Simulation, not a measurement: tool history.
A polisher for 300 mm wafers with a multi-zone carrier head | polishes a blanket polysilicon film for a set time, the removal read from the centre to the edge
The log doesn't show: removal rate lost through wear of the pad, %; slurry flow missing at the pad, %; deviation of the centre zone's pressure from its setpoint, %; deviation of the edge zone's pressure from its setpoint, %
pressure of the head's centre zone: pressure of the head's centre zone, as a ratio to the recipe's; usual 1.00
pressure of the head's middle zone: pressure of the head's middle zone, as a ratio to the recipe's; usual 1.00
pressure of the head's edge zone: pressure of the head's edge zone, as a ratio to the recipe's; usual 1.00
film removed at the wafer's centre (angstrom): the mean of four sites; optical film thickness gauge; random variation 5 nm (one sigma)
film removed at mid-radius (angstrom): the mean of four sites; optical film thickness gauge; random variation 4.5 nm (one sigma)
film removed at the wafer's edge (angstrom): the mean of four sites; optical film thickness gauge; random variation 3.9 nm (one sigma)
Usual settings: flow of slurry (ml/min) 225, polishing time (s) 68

run	hour	flow of slurry (ml/min)	pressure of the head's centre zone	pressure of the head's middle zone	pressure of the head's edge zone	polishing time (s)	wafers since the last listed run	wafers polished on this pad	hours since the slurry nozzle was cleaned	hours since the centre zone pressure was calibrated	hours since the edge zone pressure was calibrated	hours since the carrier head's membrane was replaced	incoming thickness of the incoming film, nm	film removed at the wafer's centre (angstrom)	film removed at mid-radius (angstrom)	film removed at the wafer's edge (angstrom)
1	0.0	225	1.00	1.06	1.00	68	0	252	11.7	754.0	295.8	951.3	1538.4	3559	3386	3220
2	31.5	225	1.00	1.06	1.00	68	186	439	43.2	785.5	327.3	982.8	1525.3	3751	3360	3260
3	50.9	225	1.00	1.06	1.00	68	114	554	62.6	804.9	346.7	1002.2	1513.4	3650	3354	3228
# hour 124.8: worn pad replaced by a new one
4	135.8	225	1.00	1.00	1.00	68	478	65	147.5	889.8	431.6	1087.1	1566.6	3625	3288	3176
5	169.2	225	1.00	1.00	1.00	68	197	262	180.9	923.2	465.0	1120.5	1514.6	3794	3216	3280
6	184.5	225	1.00	1.00	1.00	68	90	353	196.2	938.5	480.3	1135.8	1542.0	3812	3202	3254
7	207.3	245	1.00	1.00	1.00	68	134	488	219.0	961.3	503.1	1158.6	1530.0	3786	3271	3231
# hour 209.5: centre zone pressure recalibrated
# hour 210.6: edge zone pressure recalibrated
8	241.2	225	1.00	1.00	1.00	68	182	670	252.9	31.7	30.6	1192.5	1555.0	3263	3312	3207
9	254.6	225	1.00	1.00	1.00	68	79	750	266.3	45.1	44.0	1205.9	1536.1	3316	3218	3228
10	270.8	225	1.00	1.00	1.00	68	95	846	282.5	61.3	60.2	1222.1	1527.9	3340	3205	3265
# hour 280.0: worn pad replaced by a new one
11	295.0	225	1.03	1.09	1.07	90	119	88	306.7	85.5	84.4	1246.3	1513.4	4699	4615	4350
# hour 301.2: slurry nozzle cleaned
# hour 310.5: carrier head's membrane replaced by a new one
12	316.3	225	1.00	1.00	1.00	68	90	179	15.1	106.8	105.7	5.8	1549.0	3418	3198	3258
13	338.9	225	1.09	1.03	0.90	83	133	313	37.7	129.4	128.3	28.4	1549.6	4518	4013	3745
14	351.2	225	1.00	1.00	1.00	68	72	385	50.0	141.7	140.6	40.7	1543.7	3316	3226	3233
15	375.3	225	1.00	1.00	0.91	68	142	528	74.1	165.8	164.7	64.8	1519.6	3400	3269	3115
16	410.2	225	1.00	1.05	1.00	68	206	735	109.0	200.7	199.6	99.7	1544.0	3384	3419	3286
# hour 428.5: worn pad replaced by a new one
17	432.6	285	1.00	1.00	1.06	68	108	24	131.4	223.1	222.0	122.1	1567.4	3547	3338	3325
18	445.1	260	1.00	1.07	0.90	51	74	98	143.9	235.6	234.5	134.6	1560.5	2573	2606	2351

Forecast each of these 5 alternatives for the next run:
A	445.5	225	1.00	1.00	1.00	68	2	100	144.3	236.0	234.9	135.0	1518.6	?	?	?
B	445.5	225	1.00	1.00	1.00	51	2	100	144.3	236.0	234.9	135.0	1518.6	?	?	?
C	445.5	225	1.08	1.10	1.00	85	2	100	144.3	236.0	234.9	135.0	1518.6	?	?	?
D	445.5	225	1.00	1.00	0.96	68	2	100	144.3	236.0	234.9	135.0	1518.6	?	?	?
E	445.5	225	1.07	1.00	1.00	68	2	100	144.3	236.0	234.9	135.0	1518.6	?	?	?

run	film removed at the wafer's centre (angstrom)	film removed at mid-radius (angstrom)	film removed at the wafer's edge (angstrom)
A	3396	3197	3304
B	2547	2398	2478
C	4591	4332	4125
D	3396	3197	3248
E	3636	3196	3304
Without the tool's hidden state the same runs would have given:
run	film removed at the wafer's centre (angstrom)	film removed at mid-radius (angstrom)	film removed at the wafer's edge (angstrom)
A	3405	3197	3304
B	2554	2398	2478
C	4602	4332	4125
D	3405	3197	3248
E	3645	3196	3304
